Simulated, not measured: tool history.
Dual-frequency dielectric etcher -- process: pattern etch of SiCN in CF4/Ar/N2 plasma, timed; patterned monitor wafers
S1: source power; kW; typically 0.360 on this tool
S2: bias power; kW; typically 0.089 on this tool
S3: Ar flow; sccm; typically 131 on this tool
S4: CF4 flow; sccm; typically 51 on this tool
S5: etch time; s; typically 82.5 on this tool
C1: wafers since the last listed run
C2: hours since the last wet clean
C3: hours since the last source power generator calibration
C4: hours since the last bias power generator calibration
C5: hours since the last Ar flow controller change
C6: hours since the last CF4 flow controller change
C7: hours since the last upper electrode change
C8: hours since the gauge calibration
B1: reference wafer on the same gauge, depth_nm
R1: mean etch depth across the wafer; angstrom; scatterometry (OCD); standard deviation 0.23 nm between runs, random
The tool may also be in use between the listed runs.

run	hour	S1	S2	S3	S4	S5	C1	C2	C3	C4	C5	C6	C7	C8	B1	R1
1	0.0	0.360	0.089	131	51	82.5	0	47.0	1835.4	36.9	5077.6	3213.2	2394.8	710.4	48.4	577
# hour 11.6: CF4 flow controller replaced
2	24.4	0.360	0.089	131	51	102.0	124	71.4	1859.8	61.3	5102.0	12.8	2419.2	734.8	48.4	711
3	44.3	0.360	0.089	131	51	102.0	134	91.3	1879.7	81.2	5121.9	32.7	2439.1	754.7	48.4	713
# hour 92.6: wet clean of the chamber, repeated, since the last time left the tool worse
# hour 97.8: upper electrode replaced
4	98.3	0.360	0.078	131	51	99.5	166	5.7	1933.7	135.2	5175.9	86.7	0.5	808.7	48.4	624
5	98.6	0.450	0.089	160	51	82.5	2	6.0	1934.0	135.5	5176.2	87.0	0.8	809.0	48.4	662
6	105.6	0.360	0.089	131	51	82.5	47	13.0	1941.0	142.5	5183.2	94.0	7.8	816.0	48.5	541
# hour 114.5: source power generator calibrated
# hour 117.0: Ar flow controller replaced
7	139.9	0.360	0.083	105	51	74.5	187	47.3	25.4	176.8	22.9	128.3	42.1	850.3	48.5	490
8	159.1	0.360	0.089	131	51	82.5	129	66.5	44.6	196.0	42.1	147.5	61.3	869.5	48.4	546
9	192.5	0.280	0.089	108	51	92.0	225	99.9	78.0	229.4	75.5	180.9	94.7	902.9	48.4	479
# hour 201.7: gauge calibrated
10	223.7	0.360	0.071	131	51	82.5	210	131.1	109.2	260.6	106.7	212.1	125.9	22.0	48.4	504
11	251.6	0.360	0.089	131	51	82.5	188	159.0	137.1	288.5	134.6	240.0	153.8	49.9	48.5	550
12	275.7	0.360	0.096	148	51	82.5	162	183.1	161.2	312.6	158.7	264.1	177.9	74.0	48.4	559

Forecast run 13:
13	300.3	0.360	0.070	120	45	82.5	165	207.7	185.8	337.2	183.3	288.7	202.5	98.6	?	?

Run 13 gave B1 48.3, R1 494 angstrom.
The same run, on a tool lacking any hidden state, would have yielded R1 487 angstrom.

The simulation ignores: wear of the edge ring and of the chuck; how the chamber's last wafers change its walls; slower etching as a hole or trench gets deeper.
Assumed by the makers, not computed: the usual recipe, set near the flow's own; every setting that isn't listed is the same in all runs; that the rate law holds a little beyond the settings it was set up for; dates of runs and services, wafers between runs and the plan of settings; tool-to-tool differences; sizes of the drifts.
